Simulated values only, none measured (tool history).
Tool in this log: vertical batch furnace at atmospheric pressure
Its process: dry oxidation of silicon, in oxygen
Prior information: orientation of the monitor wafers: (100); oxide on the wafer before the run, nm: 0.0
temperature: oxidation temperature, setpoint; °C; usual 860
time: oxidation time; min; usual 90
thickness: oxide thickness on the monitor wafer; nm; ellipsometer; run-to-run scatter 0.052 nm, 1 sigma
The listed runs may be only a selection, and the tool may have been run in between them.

run	hour	temperature	time	wafers since the last listed run	hours since the last temperature calibration	hours since the boat lift was adjusted	hours since the gauge calibration	read-back reference wafer on the same gauge, thickness	thickness
1	0	840	74.5	0	2404.7	2590.6	1573.2	20.7	12.12
2	55.6	875	114.5	796	2460.3	2646.2	1628.8	20.71	24.1
3	156.8	846	90	1450	2561.5	2747.4	1730	20.71	14.92
4	246.7	846	90	1288	2651.4	2837.3	1819.9	20.69	14.79
5	312.2	860	90	938	2716.9	2902.8	1885.4	20.68	17.53
6	353	860	90	584	2757.7	2943.6	1926.2	20.7	17.42
7	427.5	855	90	1067	2832.2	3018.1	2000.7	20.7	16.58
8	481.5	860	90	774	2886.2	3072.1	2054.7	20.69	17.57
9	530.4	860	90	700	2935.1	3121	2103.6	20.67	17.52
# hour 570.9: thermocouples replaced and temperature profile calibrated
10	595.3	860	90	586	24.4	3185.9	2168.5	20.69	16.84
11	643.5	860	90	690	72.6	3234.1	2216.7	20.69	16.76
12	729.7	860	90	1235	158.8	3320.3	2302.9	20.7	16.8
13	825.4	870	61.5	1371	254.5	3416	2398.6	20.71	14.4
14	869.7	860	90	634	298.8	3460.3	2442.9	20.69	16.68
15	931.1	860	90	880	360.2	3521.7	2504.3	20.71	16.77
16	1027.8	860	90	1386	456.9	3618.4	2601	20.7	16.7
17	1068.1	860	90	577	497.2	3658.7	2641.3	20.72	16.64
18	1121.9	880	45.5	771	551	3712.5	2695.1	20.69	13.06
19	1184.8	846	129	901	613.9	3775.4	2758	20.71	18.08
# hour 1194.4: gauge calibrated
20	1225.3	867	49.5	580	654.4	3815.9	30.9	20.67	11.91
# hour 1271.2: boat lift adjusted
21	1291.2	838	55.5	600	720.3	20	96.8	20.69	9.59
22	1347.2	874	52.5	802	776.3	76	152.8	20.71	14.17
23	1432.4	849	60	1221	861.5	161.2	238	20.7	11.62
24	1477.8	883	128.5	650	906.9	206.6	283.4	20.72	28.49
25	1529.2	871	90	736	958.3	258	334.8	20.7	19.73
26	1570.7	860	57.5	594	999.8	299.5	376.3	20.71	12.81
27	1662.1	853	131	1310	1091.2	390.9	467.7	20.69	20.75
28	1715.1	853	134	759	1144.2	443.9	520.7	20.71	21.12
29	1757.8	870	61.5	612	1186.9	486.6	563.4	20.7	15.24
30	1796	875	110	547	1225.1	524.8	601.6	20.71	23.51
31	1862	842	125.5	946	1291.1	590.8	667.6	20.71	17.8

What will run 32 give?
32	1941.1	875	77.5	1133	1370.2	669.9	746.7	?	?

read-back reference wafer on the same gauge, thickness: 20.69
thickness: 18.77 nm
With the hidden condition absent and the run-to-run variation left alone, this run would have shown thickness 18.68 nm.

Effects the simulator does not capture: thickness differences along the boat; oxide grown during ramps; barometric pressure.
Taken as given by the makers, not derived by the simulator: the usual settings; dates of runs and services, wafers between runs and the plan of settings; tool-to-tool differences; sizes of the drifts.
